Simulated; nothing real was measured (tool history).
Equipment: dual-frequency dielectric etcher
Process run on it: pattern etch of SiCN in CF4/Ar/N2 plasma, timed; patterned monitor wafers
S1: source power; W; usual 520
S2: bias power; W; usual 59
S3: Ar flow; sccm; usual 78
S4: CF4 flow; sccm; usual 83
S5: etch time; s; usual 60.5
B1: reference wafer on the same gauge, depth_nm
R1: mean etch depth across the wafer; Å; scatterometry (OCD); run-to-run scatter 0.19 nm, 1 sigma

{"run": 1, "hour": 0.0, "S1": 520, "S2": 59, "S3": 78, "S4": 83, "S5": 60.5, "B1": 40.8, "R1": 479}
{"run": 2, "hour": 34.6, "S1": 520, "S2": 59, "S3": 78, "S4": 83, "S5": 60.5, "B1": 40.8, "R1": 478}
{"run": 3, "hour": 62.1, "S1": 520, "S2": 59, "S3": 78, "S4": 83, "S5": 60.5, "B1": 40.8, "R1": 478}
{"hour": 72.5, "done": "Ar flow controller replaced"}
{"hour": 88.6, "done": "bias power generator calibrated"}
{"run": 4, "hour": 95.0, "S1": 520, "S2": 59, "S3": 78, "S4": 83, "S5": 60.5, "B1": 40.8, "R1": 481}
{"hour": 130.0, "done": "CF4 flow controller replaced"}
{"run": 5, "hour": 130.5, "S1": 520, "S2": 59, "S3": 78, "S4": 83, "S5": 60.5, "B1": 40.9, "R1": 480}
{"hour": 146.5, "done": "source power generator calibrated"}
{"run": 6, "hour": 181.3, "S1": 520, "S2": 59, "S3": 78, "S4": 83, "S5": 60.5, "B1": 40.8, "R1": 503}
{"hour": 206.9, "done": "upper electrode replaced"}
{"run": 7, "hour": 207.4, "S1": 520, "S2": 59, "S3": 91, "S4": 89, "S5": 44.5, "B1": 40.8, "R1": 365}
{"hour": 212.0, "done": "gauge calibrated"}
{"run": 8, "hour": 219.1, "S1": 520, "S2": 52, "S3": 86, "S4": 89, "S5": 72, "B1": 40.8, "R1": 573}
{"run": 9, "hour": 233.2, "S1": 520, "S2": 68, "S3": 78, "S4": 70, "S5": 60.5, "B1": 40.8, "R1": 518}
{"hour": 277.4, "done": "wet clean of the chamber"}
{"run": 10, "hour": 277.9, "S1": 520, "S2": 59, "S3": 87, "S4": 83, "S5": 60.5, "B1": 40.8, "R1": 495}
{"run": 11, "hour": 281.8, "S1": 390, "S2": 59, "S3": 93, "S4": 71, "S5": 60.5, "B1": 40.8, "R1": 350}
{"run": 12, "hour": 300.5, "S1": 520, "S2": 59, "S3": 59, "S4": 83, "S5": 67.5, "B1": 40.7, "R1": 591}
{"run": 13, "hour": 316.2, "S1": 630, "S2": 59, "S3": 90, "S4": 99, "S5": 60.5, "B1": 40.8, "R1": 609}
{"run": 14, "hour": 335.6, "S1": 520, "S2": 59, "S3": 78, "S4": 83, "S5": 60.5, "B1": 40.8, "R1": 502}
{"run": 15, "hour": 370.3, "S1": 520, "S2": 59, "S3": 78, "S4": 83, "S5": 60.5, "B1": 40.7, "R1": 500}
{"run": 16, "hour": 450.0, "S1": 410, "S2": 59, "S3": 63, "S4": 72, "S5": 46.5, "B1": 40.8, "R1": 300}
{"run": 17, "hour": 463.2, "S1": 520, "S2": 59, "S3": 78, "S4": 83, "S5": 60.5, "B1": 40.8, "R1": 501}
{"run": 18, "hour": 487.1, "S1": 520, "S2": 59, "S3": 62, "S4": 83, "S5": 65, "B1": 40.8, "R1": 557}
{"run": 19, "hour": 504.2, "S1": 520, "S2": 59, "S3": 78, "S4": 83, "S5": 60.5, "B1": 40.9, "R1": 497}
{"run": 20, "hour": 530.3, "S1": 520, "S2": 73, "S3": 92, "S4": 70, "S5": 42.5, "B1": 40.8, "R1": 358}
{"run": 21, "hour": 553.7, "S1": 520, "S2": 59, "S3": 71, "S4": 83, "S5": 51.5, "B1": 40.8, "R1": 431}
{"run": 22, "hour": 584.4, "S1": 520, "S2": 59, "S3": 65, "S4": 83, "S5": 47, "B1": 40.8, "R1": 397}

Consider 3 possible next runs. They are alternatives, not a sequence: every one starts from the tool as it was left by run 22. What does each give?
{"run": "A", "hour": 584.8, "S1": 520, "S2": 59, "S3": 78, "S4": 83, "S5": 46, "B1": "?", "R1": "?"}
{"run": "B", "hour": 584.8, "S1": 610, "S2": 59, "S3": 78, "S4": 83, "S5": 73, "B1": "?", "R1": "?"}
{"run": "C", "hour": 584.8, "S1": 400, "S2": 59, "S3": 78, "S4": 95, "S5": 67.5, "B1": "?", "R1": "?"}

run=A B1=40.8 R1=376
run=B B1=40.8 R1=707
run=C B1=40.8 R1=419
Without the tool's unlogged condition, the same runs would have read:
run=A R1=384
run=B R1=722
run=C R1=428
